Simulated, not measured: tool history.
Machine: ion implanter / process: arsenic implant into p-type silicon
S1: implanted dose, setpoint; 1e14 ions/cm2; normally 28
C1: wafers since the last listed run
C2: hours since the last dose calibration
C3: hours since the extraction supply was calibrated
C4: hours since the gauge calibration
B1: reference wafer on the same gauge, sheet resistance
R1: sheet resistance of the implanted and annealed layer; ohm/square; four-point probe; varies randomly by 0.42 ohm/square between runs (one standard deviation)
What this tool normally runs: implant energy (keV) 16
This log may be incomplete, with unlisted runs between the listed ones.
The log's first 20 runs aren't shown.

Run 21, hour 250.3: usual settings; C1 222; C2 805.9; C3 4468.1; C4 293; B1 68.42. Result: R1 74.27 ohm/square.
Run 22, hour 266.4: usual settings; C1 369; C2 822; C3 4484.2; C4 309.1; B1 68.51. Result: R1 74.21 ohm/square.
Run 23, hour 274.5: usual settings; C1 185; C2 830.1; C3 4492.3; C4 317.2; B1 68.53. Result: R1 73.91 ohm/square.
Run 24, hour 283.3: usual settings but S1 23.12 1e14 ions/cm2, implant energy (keV) 13.5; C1 201; C2 838.9; C3 4501.1; C4 326; B1 68.47. Result: R1 81.18 ohm/square.
Run 25, hour 290.5: usual settings but S1 35.66 1e14 ions/cm2, implant energy (keV) 18; C1 165; C2 846.1; C3 4508.3; C4 333.2; B1 68.45. Result: R1 68 ohm/square.
At hour 300.6: gauge calibrated.
At hour 301.9: extraction supply calibrated.
At hour 304.2: Faraday cup replaced and dose calibrated.
Run 26, hour 304.7: usual settings but S1 21.02 1e14 ions/cm2, implant energy (keV) 13; C1 87; C2 0.5; C3 2.8; C4 4.1; B1 68.52. Result: R1 83.95 ohm/square.
Run 27, hour 314: usual settings but S1 20.73 1e14 ions/cm2, implant energy (keV) 20.5; C1 213; C2 9.8; C3 12.1; C4 13.4; B1 68.44. Result: R1 80.75 ohm/square.
Run 28, hour 330.1: usual settings but S1 21.73 1e14 ions/cm2, implant energy (keV) 17.5; C1 369; C2 25.9; C3 28.2; C4 29.5; B1 68.58. Result: R1 80.62 ohm/square.
Run 29, hour 347.8: usual settings but S1 23.94 1e14 ions/cm2, implant energy (keV) 20; C1 406; C2 43.6; C3 45.9; C4 47.2; B1 68.52. Result: R1 75.92 ohm/square.
Run 30, hour 365.5: usual settings but implant energy (keV) 21; C1 406; C2 61.3; C3 63.6; C4 64.9; B1 68.45. Result: R1 70.82 ohm/square.
Run 31, hour 380.4: usual settings but S1 20.78 1e14 ions/cm2, implant energy (keV) 14.5; C1 341; C2 76.2; C3 78.5; C4 79.8; B1 68.5. Result: R1 83.58 ohm/square.
Run 32, hour 391.8: usual settings but S1 20.85 1e14 ions/cm2, implant energy (keV) 13.5; C1 261; C2 87.6; C3 89.9; C4 91.2; B1 68.53. Result: R1 83.6 ohm/square.
Run 33, hour 404.5: usual settings but S1 21.07 1e14 ions/cm2, implant energy (keV) 21.5; C1 291; C2 100.3; C3 102.6; C4 103.9; B1 68.52. Result: R1 79.07 ohm/square.
Run 34, hour 413.8: usual settings but S1 33.15 1e14 ions/cm2; C1 213; C2 109.6; C3 111.9; C4 113.2; B1 68.51. Result: R1 69.91 ohm/square.
Run 35, hour 419.8: usual settings but S1 24.05 1e14 ions/cm2, implant energy (keV) 20; C1 137; C2 115.6; C3 117.9; C4 119.2; B1 68.5. Result: R1 75.48 ohm/square.
Run 36, hour 428.6: usual settings but S1 20.21 1e14 ions/cm2, implant energy (keV) 10.5; C1 201; C2 124.4; C3 126.7; C4 128; B1 68.52. Result: R1 86.36 ohm/square.
Run 37, hour 444.6: usual settings but S1 22.17 1e14 ions/cm2, implant energy (keV) 19.5; C1 367; C2 140.4; C3 142.7; C4 144; B1 68.48. Result: R1 79 ohm/square.
Run 38, hour 462.1: usual settings but S1 32.97 1e14 ions/cm2, implant energy (keV) 20; C1 401; C2 157.9; C3 160.2; C4 161.5; B1 68.52. Result: R1 68.1 ohm/square.
Run 39, hour 469: usual settings; C1 158; C2 164.8; C3 167.1; C4 168.4; B1 68.47. Result: R1 73.74 ohm/square.

What if the next run were any one of these 3? Each begins from the tool's condition after run 39:
Run A, hour 469.4: usual settings but S1 34.91 1e14 ions/cm2; C1 9; C2 165.2; C3 167.5; C4 168.8; B1 ?. Result: R1 ?.
Run B, hour 469.4: usual settings but S1 20.7 1e14 ions/cm2; C1 9; C2 165.2; C3 167.5; C4 168.8; B1 ?. Result: R1 ?.
Run C, hour 469.4: usual settings but implant energy (keV) 14.5; C1 9; C2 165.2; C3 167.5; C4 168.8; B1 ?. Result: R1 ?.

run     B1     R1
  A  68.46  69.41
  B  68.46  82.79
  C  68.46  74.68
Without the tool's hidden state the same runs would have given:
run     R1
  A  69.41
  B  82.79
  C  74.68
